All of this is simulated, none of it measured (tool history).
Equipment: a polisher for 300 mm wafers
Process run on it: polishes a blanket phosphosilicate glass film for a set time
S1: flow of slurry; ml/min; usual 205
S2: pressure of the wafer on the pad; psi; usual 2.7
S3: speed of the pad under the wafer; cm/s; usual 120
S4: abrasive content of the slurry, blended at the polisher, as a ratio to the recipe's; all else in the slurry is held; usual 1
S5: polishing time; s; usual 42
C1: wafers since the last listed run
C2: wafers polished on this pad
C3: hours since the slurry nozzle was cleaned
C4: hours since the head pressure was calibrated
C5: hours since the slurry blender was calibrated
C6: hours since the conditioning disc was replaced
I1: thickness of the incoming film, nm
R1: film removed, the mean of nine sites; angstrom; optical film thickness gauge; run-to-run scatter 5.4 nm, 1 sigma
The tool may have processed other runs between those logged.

run	day	S1	S2	S3	S4	S5	C1	C2	C3	C4	C5	C6	I1	R1
1	0	205	2.7	120	1	42	0	1459	495.8	780.7	264.2	326.8	1800	3697
2	0.367	205	2.9	140	1	42	83	1543	504.6	789.5	273	335.6	1822.1	4281
# day 0.55: worn pad replaced by a new one
# day 0.846: head pressure recalibrated
3	1.029	205	2.2	120	1	42	94	90	520.5	4.4	288.9	351.5	1800.3	3005
4	1.767	205	2.2	120	1	42	168	259	538.2	22.1	306.6	369.2	1822.3	3042
5	2.288	205	2.7	120	1	37	119	378	550.7	34.6	319.1	381.7	1821.6	3167
6	2.567	205	2.7	120	1	37	63	442	557.4	41.3	325.8	388.4	1792.1	3132
7	3.171	205	2.5	120	1	49	138	580	571.9	55.8	340.3	402.9	1818.3	3970
8	3.767	205	2.7	120	1	38	136	717	586.2	70.1	354.6	417.2	1804.8	3230
9	4.338	205	2.7	120	0.85	42	130	847	599.9	83.8	368.3	430.9	1843.3	3397
# day 4.567: conditioning disc replaced and pad reconditioned
10	4.638	205	2.1	158	1	42	49	897	607.1	91	375.5	1.7	1813.7	3511
11	5.312	205	1.9	120	0.75	42	154	1051	623.3	107.2	391.7	17.9	1833.8	2438
12	5.583	205	2.7	120	1	42	61	1113	629.8	113.7	398.2	24.4	1798	3448
13	6.208	270	2.7	160	1	50	143	1256	644.8	128.7	413.2	39.4	1784.3	5159
14	6.683	265	2.2	120	1	42	108	1365	656.2	140.1	424.6	50.8	1813.8	3051
# day 6.996: worn pad replaced by a new one
15	7.017	250	2.7	148	1.2	42	38	5	664.2	148.1	432.6	58.8	1807.5	4248
16	7.467	205	2.7	120	1	33	102	108	675	158.9	443.4	69.6	1819.5	2628
# day 7.625: slurry nozzle cleaned
# day 7.958: slurry blender recalibrated
17	7.979	205	2.7	82	1	53	88	196	8.5	171.2	0.5	81.9	1796.8	3810
18	8.504	235	2.1	120	1	31	120	316	21.1	183.8	13.1	94.5	1820.3	2365
19	8.992	205	1.9	120	0.75	42	111	428	32.8	195.5	24.8	106.2	1805.8	2718
20	9.308	180	2.7	120	1	42	72	500	40.4	203.1	32.4	113.8	1802.8	3790
21	9.638	235	3.2	104	0.75	42	75	576	48.3	211	40.3	121.7	1822.5	3827
22	10.175	205	3.1	120	1	42	122	699	61.2	223.9	53.2	134.6	1808.8	4326
23	10.729	265	2.7	140	1	42	126	826	74.5	237.2	66.5	147.9	1824	4401
24	11.379	205	2.7	120	1	42	148	974	90.1	252.8	82.1	163.5	1788	3777
25	11.846	205	2.7	156	1	42	106	1081	101.3	264	93.3	174.7	1791.9	4527
26	12.262	205	1.9	78	0.8	49	95	1176	111.3	274	103.3	184.7	1802.9	2328
27	12.696	205	2.7	120	1.25	42	99	1276	121.7	284.4	113.7	195.1	1791.9	4087

Give the tool's hidden conditions for every run:
removal rate lost through wear of the pad, %: 0 at every run
slurry flow missing at the pad, %: 0 at every run
deviation of the head's pressure from its setpoint, %: 0 at every run
time polished since the conditioner stopped cutting, s: 0 at every run
H1: abrasive missing from the slurry, %
run	H1
1	18
2	18.8
3	20.4
4	22.3
5	23.6
6	24.4
7	26.1
8	27.8
9	29.6
10	30.5
11	32.7
12	33.6
13	35.7
14	37.4
15	38.6
16	40.3
17	1.45
18	1.48
19	1.56
20	1.63
21	1.73
22	1.94
23	2.22
24	2.63
25	2.98
26	3.32
27	3.72
